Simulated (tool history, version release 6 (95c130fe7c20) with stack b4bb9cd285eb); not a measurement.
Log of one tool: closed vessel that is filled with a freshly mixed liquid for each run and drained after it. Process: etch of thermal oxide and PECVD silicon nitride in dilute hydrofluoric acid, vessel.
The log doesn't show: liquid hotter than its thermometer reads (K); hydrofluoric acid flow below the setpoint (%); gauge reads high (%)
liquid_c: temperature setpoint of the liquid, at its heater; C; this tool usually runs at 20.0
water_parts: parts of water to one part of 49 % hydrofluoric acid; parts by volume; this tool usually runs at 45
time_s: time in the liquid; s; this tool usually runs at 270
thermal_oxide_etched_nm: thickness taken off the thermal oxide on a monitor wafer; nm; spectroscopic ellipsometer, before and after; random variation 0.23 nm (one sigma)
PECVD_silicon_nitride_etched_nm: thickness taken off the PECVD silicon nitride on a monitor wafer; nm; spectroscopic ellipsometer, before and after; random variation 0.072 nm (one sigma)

run     day  liquid_c  water_parts  time_s  wafers since the last listed run  hours since the thermometer was replaced  hours since the hydrofluoric acid flow meter was replaced  hours since the gauge calibration  read-back film thickness of the thermal oxide reference wafer, read on the same gauge (nm)  read-back film thickness of the PECVD silicon nitride reference wafer, read on the same gauge (nm)  thermal_oxide_etched_nm  PECVD_silicon_nitride_etched_nm
  1   0.000      20.0           45     270                                 0                                    1832.4                                                      237.3                              149.5                                                                                      110.25                                                                                               80.17                    25.84                            18.98
  2   1.717      20.0           45     270                              3435                                    1873.6                                                      278.5                              190.7                                                                                      110.29                                                                                               80.23                    25.74                            18.88
  3   5.283      20.0           60     270                              7138                                    1959.2                                                      364.1                              276.3                                                                                      110.34                                                                                               80.22                    19.09                            14.30
  4   8.783      20.0           60     270                              7005                                    2043.2                                                      448.1                              360.3                                                                                      110.43                                                                                               80.28                    19.01                            14.26
  5  10.771      20.0           60     270                              3978                                    2090.9                                                      495.8                              408.0                                                                                      110.44                                                                                               80.31                    19.35                            14.28
  6  12.779      20.0           45     270                              4019                                    2139.1                                                      544.0                              456.2                                                                                      110.52                                                                                               80.32                    26.46                            18.88
  7  15.908      20.0           45     365                              6263                                    2214.2                                                      619.1                              531.3                                                                                      110.61                                                                                               80.38                    35.73                            25.68
     17.842  -- thermometer replaced
  8  18.358      17.0           35     220                              4820                                      12.4                                                      677.9                              590.1                                                                                      110.66                                                                                               80.49                    24.39                            15.96
  9  21.429      17.0           35     420                              6146                                      86.1                                                      751.6                              663.8                                                                                      110.80                                                                                               80.56                    45.83                            30.44
 10  23.917      20.0           45     125                              4978                                     145.8                                                      811.3                              723.5                                                                                      110.88                                                                                               80.64                    12.23                             8.75
 11  27.054      20.0           35     375                              6279                                     221.1                                                      886.6                              798.8                                                                                      111.00                                                                                               80.73                    46.96                            33.80
     27.938  -- hydrofluoric acid flow meter replaced
 12  28.925      20.0           25     270                              3661                                     266.0                                                       23.7                              843.7                                                                                      111.08                                                                                               80.81                    47.50                            33.39
 13  32.829      20.0           45     270                              7814                                     359.7                                                      117.4                              937.4                                                                                      111.31                                                                                               80.93                    25.75                            18.99
 14  35.796      18.0           45     270                              5937                                     430.9                                                      188.6                             1008.6                                                                                      111.47                                                                                               81.07                    24.22                            16.46
 15  38.017      20.0           45     270                              4445                                     484.2                                                      241.9                             1061.9                                                                                      111.61                                                                                               81.14                    26.35                            19.27
 16  40.608      18.0           35     205                              5187                                     546.4                                                      304.1                             1124.1                                                                                      111.75                                                                                               81.29                    24.00                            16.11
 17  44.288      17.0           30     115                              7363                                     634.7                                                      392.4                             1212.4                                                                                      112.03                                                                                               81.46                    14.95                             9.67
 18  47.525      20.0           45     270                              6479                                     712.4                                                      470.1                             1290.1                                                                                      112.25                                                                                               81.59                    26.70                            19.34
 19  49.638      22.5           55     135                              4228                                     763.1                                                      520.8                             1340.8                                                                                      112.38                                                                                               81.73                    12.01                             9.36
 20  52.700      20.0           45     270                              6129                                     836.6                                                      594.3                             1414.3                                                                                      112.66                                                                                               81.90                    26.54                            19.33
 21  54.583      20.0           45     270                              3769                                     881.8                                                      639.5                             1459.5                                                                                      112.82                                                                                               82.06                    26.39                            19.36
 22  63.900      23.0           45     120                             18647                                    1105.4                                                      863.1                             1683.1                                                                                      113.63                                                                                               82.64                    13.67                            10.69
     64.979  -- gauge calibrated
 23  66.308      20.0           60     160                              4820                                    1163.2                                                      920.9                               31.9                                                                                      109.49                                                                                               79.58                    11.32                             8.34
     69.688  -- hydrofluoric acid flow meter replaced
 24  70.646      22.5           35     270                              8598                                    1267.3                                                       23.0                              136.0                                                                                      109.53                                                                                               79.65                    37.61                            28.62

What if the next run were any one of these 5? Each begins from the tool's condition after run 24:
  A  70.675      20.0           45     270                                58                                    1268.0                                                       23.7                              136.7                                                                                           ?                                                                                                   ?                        ?                                ?
  B  70.675      23.5           60     270                                58                                    1268.0                                                       23.7                              136.7                                                                                           ?                                                                                                   ?                        ?                                ?
  C  70.675      17.0           35     120                                58                                    1268.0                                                       23.7                              136.7                                                                                           ?                                                                                                   ?                        ?                                ?
  D  70.675      17.0           40     160                                58                                    1268.0                                                       23.7                              136.7                                                                                           ?                                                                                                   ?                        ?                                ?
  E  70.675      20.0           50     270                                58                                    1268.0                                                       23.7                              136.7                                                                                           ?                                                                                                   ?                        ?                                ?

run  read-back film thickness of the thermal oxide reference wafer, read on the same gauge (nm)  read-back film thickness of the PECVD silicon nitride reference wafer, read on the same gauge (nm)  thermal_oxide_etched_nm  PECVD_silicon_nitride_etched_nm
  A                                                                                      109.49                                                                                               79.64                    25.64                            18.75
  B                                                                                      109.49                                                                                               79.64                    21.85                            18.00
  C                                                                                      109.49                                                                                               79.64                    13.02                             8.60
  D                                                                                      109.49                                                                                               79.64                    15.10                            10.08
  E                                                                                      109.49                                                                                               79.64                    22.94                            16.92
The same runs, with their run-to-run variation unchanged, on a tool lacking any hidden condition would have given:
run  thermal_oxide_etched_nm  PECVD_silicon_nitride_etched_nm
  A                    25.76                            18.83
  B                    21.95                            18.08
  C                    13.08                             8.64
  D                    15.17                            10.13
  E                    23.04                            17.00
